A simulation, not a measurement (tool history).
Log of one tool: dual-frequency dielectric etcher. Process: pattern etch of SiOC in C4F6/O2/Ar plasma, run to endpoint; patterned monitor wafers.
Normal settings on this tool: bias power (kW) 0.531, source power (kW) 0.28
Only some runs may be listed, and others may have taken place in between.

run     day  bias power (kW)  source power (kW)  incoming incoming film thickness, nm  endpoint time (s)
  1       0            0.531               0.25                                 32.94               11.7
  2   0.321            0.531               0.25                                 33.05               11.7
  3   0.862            0.562               0.28                                 33.06               11.1
  4   1.258            0.562               0.28                                 33.25               11.2
  5       2            0.562               0.28                                 33.19               11.3
  6   2.454            0.587               0.28                                 32.93                 11
  7   3.029            0.531               0.28                                 32.75               11.3
  8   3.704            0.465               0.32                                 32.75               11.2
  9   4.383            0.465               0.32                                 32.94               11.3
 10   4.904            0.531               0.28                                 32.58               11.4
      5.221  -- bias power generator calibrated
 11   5.404            0.531               0.28                                 32.91               11.5
 12   6.058            0.531               0.28                                 33.02               11.6
 13   6.358            0.531               0.28                                 33.14               11.5
 14   6.942            0.531               0.28                                 33.14               11.6
 15   7.283            0.531               0.28                                 32.73               11.4
      8.338  -- upper electrode replaced, of another model than before
 16   8.358            0.531               0.28                                 33.16               11.7
 17   8.371            0.531               0.28                                 32.65               11.5
 18     8.4             0.63               0.28                                 32.87               10.7
 19   8.675            0.531               0.26                                 33.05               12.1
 20   9.129            0.531               0.28                                 32.87               11.5
      9.671  -- source power generator calibrated
     10.546  -- wet clean of the chamber
 21  10.567            0.642               0.34                                 32.63                9.1
 22  10.579            0.649               0.22                                 32.58               11.6
 23  10.712            0.428               0.28                                 32.92                 12
 24  11.004            0.409               0.28                                 33.14               12.4
 25  11.662            0.461               0.26                                 33.18               12.4
 26  12.004            0.497               0.28                                 32.99               11.5
 27  12.458            0.631               0.28                                 32.53               10.2
 28  12.858            0.585               0.23                                  33.1                 12
 29  13.588            0.464               0.33                                 32.95               10.8
 30  14.079            0.481                0.3                                  32.7               11.1
 31  14.567            0.594               0.28                                 32.86               10.6
 32  14.858            0.477               0.32                                 33.16               10.9
 33  15.562            0.631               0.24                                  32.7               11.3
 34  16.179            0.531               0.28                                  32.8               11.2

Forecast each of these 5 alternatives for the next run:
  A  16.196            0.531               0.28                                 32.71                  ?
  B  16.196            0.594               0.26                                 32.71                  ?
  C  16.196            0.635               0.25                                 32.71                  ?
  D  16.196            0.616               0.22                                 32.71                  ?
  E  16.196            0.621               0.31                                 32.71                  ?

run  endpoint time (s)
  A               11.1
  B               11.1
  C                 11
  D               12.1
  E                9.9
Take away the tool's hidden state, keep each run's random variation, and the runs would have read:
run  endpoint time (s)
  A               10.9
  B               10.9
  C               10.8
  D               11.9
  E                9.7

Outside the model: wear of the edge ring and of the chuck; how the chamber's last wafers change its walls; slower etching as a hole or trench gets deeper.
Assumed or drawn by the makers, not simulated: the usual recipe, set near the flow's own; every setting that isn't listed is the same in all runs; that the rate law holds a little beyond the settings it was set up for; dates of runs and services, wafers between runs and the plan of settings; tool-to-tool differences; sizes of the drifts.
